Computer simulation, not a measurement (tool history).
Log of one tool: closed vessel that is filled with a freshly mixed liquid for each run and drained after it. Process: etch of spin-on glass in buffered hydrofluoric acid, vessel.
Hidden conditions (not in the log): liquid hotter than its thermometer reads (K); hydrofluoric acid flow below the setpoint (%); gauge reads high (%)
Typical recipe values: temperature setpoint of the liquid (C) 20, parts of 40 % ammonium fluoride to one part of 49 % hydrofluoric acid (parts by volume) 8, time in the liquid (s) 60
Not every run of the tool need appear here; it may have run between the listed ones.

run   hour  temperature setpoint of the liquid (C)  parts of 40 % ammonium fluoride to one part of 49 % hydrofluoric acid (parts by volume)  time in the liquid (s)  wafers since the last listed run  hours since the thermometer was replaced  hours since the hydrofluoric acid flow meter was replaced  hours since the gauge calibration  read-back film thickness of the spin-on glass reference wafer, read on the same gauge (nm)  thickness taken off the spin-on glass on a monitor wafer (angstrom)
  1      0                                      20                                                                                        8                      60                                 0                                    2781.9                                                     2294.5                              130.4                                                                                          30                                                               3381.6
  2   12.8                                    17.5                                                                                        9                      60                              1250                                    2794.7                                                     2307.3                              143.2                                                                                          30                                                               2589.3
  3   21.4                                    17.5                                                                                        9                      60                               839                                    2803.3                                                     2315.9                              151.8                                                                                       29.99                                                               2591.8
  4   30.9                                    17.5                                                                                        9                      60                               927                                    2812.8                                                     2325.4                              161.3                                                                                       29.99                                                               2593.1
  5   38.4                                      20                                                                                        8                      80                               732                                    2820.3                                                     2332.9                              168.8                                                                                       29.99                                                               4504.8
  6   55.3                                      20                                                                                        8                      80                              1650                                    2837.2                                                     2349.8                              185.7                                                                                       30.02                                                               4511.7
      66.4  -- thermometer replaced
  7   66.9                                      20                                                                                        8                      80                              1035                                       0.5                                                     2361.4                              197.3                                                                                       29.98                                                               3906.6
      69.3  -- gauge calibrated
  8   82.1                                      17                                                                                      6.5                      40                              1484                                      15.7                                                     2376.6                               12.8                                                                                       29.99                                                               2032.3
  9   94.1                                    24.5                                                                                        8                      60                              1172                                      27.7                                                     2388.6                               24.8                                                                                       29.99                                                               3770.3
      96.3  -- hydrofluoric acid flow meter replaced
 10  106.8                                      17                                                                                     10.5                      90                              1142                                      40.4                                                       10.5                               37.5                                                                                       30.02                                                               2915.3
 11  116.5                                      17                                                                                      5.5                      60                               947                                      50.1                                                       20.2                               47.2                                                                                       30.01                                                               3543.2
 12  124.1                                    23.5                                                                                        8                      85                               742                                      57.7                                                       27.8                               54.8                                                                                       29.99                                                               5042.4
 13  138.4                                    17.5                                                                                      9.5                      45                              1396                                        72                                                       42.1                               69.1                                                                                       30.02                                                               1628.7
 14  146.5                                      20                                                                                        8                      60                               791                                      80.1                                                       50.2                               77.2                                                                                       30.02                                                               2935.1

Run 15 has not been measured yet. What should we expect?
 15  160.8                                      20                                                                                        8                      80                              1396                                      94.4                                                       64.5                               91.5                                                                                           ?                                                                    ?

read-back film thickness of the spin-on glass reference wafer, read on the same gauge (nm): 30.03
thickness taken off the spin-on glass on a monitor wafer (angstrom): 3935.2
If the tool had no hidden condition, the same run with the same run-to-run variation would have returned thickness taken off the spin-on glass on a monitor wafer (angstrom) 3863.3.
